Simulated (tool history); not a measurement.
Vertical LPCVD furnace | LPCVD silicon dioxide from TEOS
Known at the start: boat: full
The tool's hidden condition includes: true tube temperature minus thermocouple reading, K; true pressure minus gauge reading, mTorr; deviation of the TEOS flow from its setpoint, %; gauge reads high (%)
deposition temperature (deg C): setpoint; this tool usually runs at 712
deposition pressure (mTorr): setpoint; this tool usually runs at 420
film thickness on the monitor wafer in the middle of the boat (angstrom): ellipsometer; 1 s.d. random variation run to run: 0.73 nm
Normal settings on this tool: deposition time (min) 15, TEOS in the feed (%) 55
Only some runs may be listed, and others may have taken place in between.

run     day  deposition temperature (deg C)  deposition pressure (mTorr)  deposition time (min)  TEOS in the feed (%)  wafers since the last listed run  hours since the last temperature calibration  hours since the pressure gauge was zeroed  hours since the TEOS flow controller was replaced  hours since the gauge calibration  read-back reference wafer on the same gauge, thickness  film thickness on the monitor wafer in the middle of the boat (angstrom)
  1       0                             712                          420                     15                    55                                 0                                        2241.8                                     2079.9                                             6467.8                             1181.3                                                  163.93                                                                    1592.1
  2   7.792                             712                          420                     15                    55                              4032                                        2428.8                                     2266.9                                             6654.8                             1368.3                                                  163.98                                                                    1596.5
  3   9.571                             712                          420                     15                    55                               920                                        2471.5                                     2309.6                                             6697.5                               1411                                                  163.93                                                                    1586.9
  4  10.738                             712                          420                     15                    55                               603                                        2499.5                                     2337.6                                             6725.5                               1439                                                  164.29                                                                    1594.3
  5  11.829                             712                          420                     18                    55                               564                                        2525.7                                     2363.8                                             6751.7                             1465.2                                                  163.74                                                                    1927.8
  6  14.021                             712                          420                     18                    55                              1134                                        2578.3                                     2416.4                                             6804.3                             1517.8                                                  163.74                                                                    1920.8
  7  15.879                             712                          420                     18                    55                               961                                        2622.9                                       2461                                             6848.9                             1562.4                                                  163.77                                                                    1931.3
  8  17.608                             712                          420                     15                    55                               894                                        2664.4                                     2502.5                                             6890.4                             1603.9                                                   163.9                                                                    1598.7
     19.542  -- thermocouples replaced and temperature profile calibrated
  9  20.079                             712                          420                     15                    55                               761                                          12.9                                     2561.8                                             6949.7                             1663.2                                                  164.18                                                                    1593.2
 10  22.292                             712                          420                     11                    55                              1145                                            66                                     2614.9                                             7002.8                             1716.3                                                  164.42                                                                    1172.1
 11  24.108                             712                          420                     11                    55                               940                                         109.6                                     2658.5                                             7046.4                             1759.9                                                  164.01                                                                      1175
 12  26.462                             712                          420                     11                    55                              1218                                         166.1                                       2715                                             7102.9                             1816.4                                                  164.12                                                                      1179
 13   29.05                             712                          420                     15                    55                              1339                                         228.2                                     2777.1                                               7165                             1878.5                                                  164.17                                                                    1604.8
 14  30.154                             702                          420                     19                    55                               571                                         254.7                                     2803.6                                             7191.5                               1905                                                  164.39                                                                    1617.3
 15  32.758                             712                          420                     15                    49                              1347                                         317.2                                     2866.1                                               7254                             1967.5                                                  164.03                                                                    1503.8
 16  35.021                             704                          420                     12                    55                              1170                                         371.5                                     2920.4                                             7308.3                             2021.8                                                  164.25                                                                    1068.2
     35.825  -- gauge calibrated
 17  36.808                             721                          420                     15                    49                               925                                         414.4                                     2963.3                                             7351.2                               23.6                                                  163.92                                                                    1850.5
 18  38.771                             712                          505                   11.5                    55                              1015                                         461.5                                     3010.4                                             7398.3                               70.7                                                  164.15                                                                    1339.4
 19  40.567                             712                          420                     15                    55                               929                                         504.6                                     3053.5                                             7441.4                              113.8                                                  164.06                                                                    1606.8
     43.175  -- TEOS flow controller replaced
     43.617  -- pressure gauge zeroed
 20  43.638                             724                          420                     15                    55                               842                                         578.3                                        0.5                                               11.1                              187.5                                                  163.71                                                                    2116.9
 21   46.55                             712                          360                     15                    62                              1507                                         648.2                                       70.4                                                 81                              257.4                                                  163.69                                                                      1588
 22  48.121                             712                          420                     12                    55                               812                                         685.9                                      108.1                                              118.7                              295.1                                                  164.04                                                                      1301
 23  49.604                             722                          420                   20.5                    47                               767                                         721.5                                      143.7                                              154.3                              330.7                                                  164.07                                                                    2552.6
 24  51.383                             708                          515                     17                    49                               920                                         764.2                                      186.4                                                197                              373.4                                                  163.89                                                                    1750.6
 25  52.754                             719                          420                     15                    55                               709                                         797.1                                      219.3                                              229.9                              406.3                                                  164.11                                                                    1895.7
 26  54.342                             724                          420                     15                    55                               821                                         835.2                                      257.4                                                268                              444.4                                                  163.78                                                                      2118
 27  57.317                             724                          380                     15                    59                              1539                                         906.6                                      328.8                                              339.4                              515.8                                                  163.73                                                                    2091.4
     58.638  -- pressure gauge zeroed, repeated, since the last time left the tool worse
 28  59.183                             712                          420                     15                    55                               448                                         951.4                                       13.1                                              384.2                              560.6                                                  163.89                                                                    1555.3
 29  60.646                             712                          420                     15                    55                               756                                         986.5                                       48.2                                              419.3                              595.7                                                  164.27                                                                    1564.4
 30  63.442                             703                          350                     15                    46                              1446                                        1053.6                                      115.3                                              486.4                              662.8                                                  163.61                                                                    1065.8
 31  66.292                             712                          420                     15                    55                              1474                                          1122                                      183.7                                              554.8                              731.2                                                  163.65                                                                      1571
 32  67.988                             707                          490                   11.5                    55                               877                                        1162.7                                      224.4                                              595.5                              771.9                                                   163.7                                                                    1165.6

What was the tool's hidden state at every run in the log?
true tube temperature minus thermocouple reading, K: 0, the same for each run
deviation of the TEOS flow from its setpoint, %: 0, the same for each run
gauge reads high (%): 0, the same for each run
H1: true pressure minus gauge reading, mTorr
run     H1
  1   13.5
  2   13.8
  3   13.9
  4   13.9
  5     14
  6   14.1
  7   14.1
  8   14.2
  9   14.2
 10   14.3
 11   14.3
 12   14.4
 13   14.4
 14   14.5
 15   14.5
 16   14.6
 17   14.6
 18   14.6
 19   14.7
 20   23.1
 21   24.1
 22   24.5
 23     25
 24   25.5
 25   25.9
 26   26.3
 27   27.1
 28  0.349
 29  0.832
 30   1.71
 31   2.54
 32   3.01

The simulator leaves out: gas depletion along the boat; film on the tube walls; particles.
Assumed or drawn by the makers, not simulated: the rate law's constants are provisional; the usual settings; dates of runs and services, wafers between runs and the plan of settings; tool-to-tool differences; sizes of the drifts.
